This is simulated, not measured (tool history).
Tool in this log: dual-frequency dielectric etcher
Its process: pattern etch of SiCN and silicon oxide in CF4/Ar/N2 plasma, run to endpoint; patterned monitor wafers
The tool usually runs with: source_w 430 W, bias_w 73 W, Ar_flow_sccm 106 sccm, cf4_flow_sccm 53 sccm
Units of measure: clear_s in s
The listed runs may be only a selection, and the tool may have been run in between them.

run,hour,source_w,bias_w,Ar_flow_sccm,cf4_flow_sccm,wafers since the last listed run,hours since the last wet clean,hours since the last source power generator calibration,hours since the last bias power generator calibration,hours since the last Ar flow controller change,hours since the last CF4 flow controller change,hours since the last upper electrode change,"incoming incoming film thickness, nm",clear_s
1,0.0,430,73,106,53,0,131.3,5080.5,3847.6,1895.6,4656.2,2384.3,13.52,15.5
2,26.4,430,73,106,53,517,157.7,5106.9,3874.0,1922.0,4682.6,2410.7,13.68,15.7
3,108.9,430,73,106,53,1618,240.2,5189.4,3956.5,2004.5,4765.1,2493.2,13.60,15.7
4,126.7,430,73,106,53,349,258.0,5207.2,3974.3,2022.3,4782.9,2511.0,13.53,15.5
5,141.6,430,73,125,53,292,272.9,5222.1,3989.2,2037.2,4797.8,2525.9,13.48,15.9
6,166.7,430,73,125,53,492,298.0,5247.2,4014.3,2062.3,4822.9,2551.0,13.63,16.2
# hour 208.0: upper electrode replaced, of another model than before
7,208.5,430,73,125,53,349,339.8,5289.0,4056.1,2104.1,4864.7,0.5,13.54,16.1
# hour 214.4: bias power generator calibrated
8,214.9,430,85,106,53,47,346.2,5295.4,0.5,2110.5,4871.1,6.9,13.53,15.1
# hour 219.9: source power generator calibrated
9,243.8,430,85,106,53,488,375.1,23.9,29.4,2139.4,4900.0,35.8,13.67,15.1
10,259.3,430,73,106,53,304,390.6,39.4,44.9,2154.9,4915.5,51.3,13.68,15.9
# hour 284.1: CF4 flow controller replaced
# hour 311.5: wet clean of the chamber
11,312.0,430,73,106,53,445,0.5,92.1,97.6,2207.6,27.9,104.0,13.45,15.5
12,323.8,430,62,115,53,231,12.3,103.9,109.4,2219.4,39.7,115.8,13.49,16.3
13,340.1,530,66,122,42,319,28.6,120.2,125.7,2235.7,56.0,132.1,13.50,14.7
14,357.0,430,73,106,53,331,45.5,137.1,142.6,2252.6,72.9,149.0,13.43,15.3
15,384.4,430,73,106,53,537,72.9,164.5,170.0,2280.0,100.3,176.4,13.42,15.4
16,416.7,540,73,121,53,633,105.2,196.8,202.3,2312.3,132.6,208.7,13.49,13.6
17,451.3,430,73,106,53,678,139.8,231.4,236.9,2346.9,167.2,243.3,13.50,15.5
# hour 460.3: Ar flow controller replaced
18,468.0,390,73,115,53,209,156.5,248.1,253.6,7.7,183.9,260.0,13.52,16.8
19,482.7,430,73,89,53,288,171.2,262.8,268.3,22.4,198.6,274.7,13.47,15.1
20,498.7,360,73,119,53,313,187.2,278.8,284.3,38.4,214.6,290.7,13.41,17.6
21,533.1,390,73,106,49,674,221.6,313.2,318.7,72.8,249.0,325.1,13.50,16.8
22,564.9,540,73,106,40,623,253.4,345.0,350.5,104.6,280.8,356.9,13.42,14.1
23,589.4,430,73,125,53,480,277.9,369.5,375.0,129.1,305.3,381.4,13.48,16.0

Across each entry between runs, compare the hidden state at the last listed run before it with the hidden state at the first listed run after it:
In the gap between runs 6 and 7: upper electrode replaced, of another model than before (hour 208.0)
  etch rate over this chamber's usual, %: -0.858 -> -0.985
In the gap between runs 7 and 8: bias power generator calibrated (hour 214.4)
  etch rate over this chamber's usual, %: -0.985 -> -1
In the gap between runs 8 and 9: source power generator calibrated (hour 219.9)
  etch rate over this chamber's usual, %: -1 -> -1.09
In the gap between runs 10 and 11: CF4 flow controller replaced (hour 284.1); wet clean of the chamber (hour 311.5)
  etch rate over this chamber's usual, %: -1.14 -> 0.00968
In the gap between runs 17 and 18: Ar flow controller replaced (hour 460.3)
  etch rate over this chamber's usual, %: -0.412 -> -0.462
